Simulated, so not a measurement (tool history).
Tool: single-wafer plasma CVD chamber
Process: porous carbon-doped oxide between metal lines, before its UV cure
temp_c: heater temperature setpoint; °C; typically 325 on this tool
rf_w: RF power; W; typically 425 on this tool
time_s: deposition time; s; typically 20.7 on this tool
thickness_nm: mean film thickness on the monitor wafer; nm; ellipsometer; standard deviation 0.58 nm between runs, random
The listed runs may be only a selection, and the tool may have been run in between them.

run,hour,temp_c,rf_w,time_s,wafers since the last listed run,hours since the last thermocouple change,hours since the last RF generator calibration,hours since the showerhead was replaced,hours since the gauge calibration,"read-back reference wafer on the same gauge, thickness_nm",thickness_nm
1,0.0,325,425,20.7,0,374.2,85.0,4725.9,524.2,91.994,96.064
2,104.6,325,390,20.7,3649,478.8,189.6,4830.5,628.8,91.954,87.947
3,143.3,325,425,20.7,1350,517.5,228.3,4869.2,667.5,91.889,95.901
4,203.8,325,425,20.7,2110,578.0,288.8,4929.7,728.0,92.076,93.976
5,250.5,317,475,20.7,1629,624.7,335.5,4976.4,774.7,92.076,108.733
6,288.1,317,475,20.7,1311,662.3,373.1,5014.0,812.3,91.892,110.625
# hour 378.6: gauge calibrated
7,391.7,325,425,18.2,3614,765.9,476.7,5117.6,13.1,92.121,83.227
8,461.1,325,425,18.2,2421,835.3,546.1,5187.0,82.5,91.945,82.640
9,510.1,325,425,20.7,1709,884.3,595.1,5236.0,131.5,92.230,92.892
10,603.8,325,425,20.7,3268,978.0,688.8,5329.7,225.2,91.971,92.136
11,659.5,325,425,20.7,1943,1033.7,744.5,5385.4,280.9,92.080,91.287
12,723.7,325,425,20.7,2239,1097.9,808.7,5449.6,345.1,92.010,90.757
13,800.5,325,425,20.7,2679,1174.7,885.5,5526.4,421.9,92.125,89.238
# hour 854.7: RF generator calibrated
14,855.2,316,480,18.4,1629,1229.4,0.5,5581.1,476.6,91.973,98.772
15,929.1,325,425,20.7,2578,1303.3,74.4,5655.0,550.5,92.217,94.110
16,982.4,325,425,20.7,1859,1356.6,127.7,5708.3,603.8,91.876,94.241
17,1053.1,318,425,18.2,2466,1427.3,198.4,5779.0,674.5,92.006,85.332
18,1095.9,313,505,17.0,1493,1470.1,241.2,5821.8,717.3,91.962,95.229
19,1173.9,337,475,22.9,2721,1548.1,319.2,5899.8,795.3,91.936,106.426
20,1228.0,317,475,20.7,1887,1602.2,373.3,5953.9,849.4,92.332,106.739
# hour 1285.4: gauge calibrated
21,1300.5,325,425,20.7,2529,1674.7,445.8,6026.4,15.1,91.854,91.690
22,1341.0,325,400,20.7,1412,1715.2,486.3,6066.9,55.6,92.220,85.340
# hour 1390.1: thermocouple changed; heater temperature recalibrated
23,1418.4,325,425,19.2,2421,28.3,563.7,6144.3,133.0,91.815,87.568
# hour 1545.0: showerhead replaced
24,1619.4,325,425,20.7,6733,229.3,764.7,74.4,334.0,91.851,93.090
25,1726.0,339,425,21.9,3719,335.9,871.3,181.0,440.6,91.940,89.061
# hour 1843.4: RF generator calibrated
26,1952.1,325,340,23.6,7609,562.0,108.7,407.1,666.7,92.019,85.178

Alternative continuations, all from the tool just after run 26; predict every row:
A,1952.5,325,425,20.7,13,562.4,109.1,407.5,667.1,?,?
B,1952.5,331,350,20.7,13,562.4,109.1,407.5,667.1,?,?
C,1952.5,335,350,22.6,13,562.4,109.1,407.5,667.1,?,?
D,1952.5,321,425,20.7,13,562.4,109.1,407.5,667.1,?,?

run,"read-back reference wafer on the same gauge, thickness_nm",thickness_nm
A,91.965,94.996
B,91.965,75.431
C,91.965,80.436
D,91.965,97.161
With the hidden condition removed and each run's random variation left untouched, the same runs would have given:
run,thickness_nm
A,96.621
B,76.770
C,81.865
D,98.823
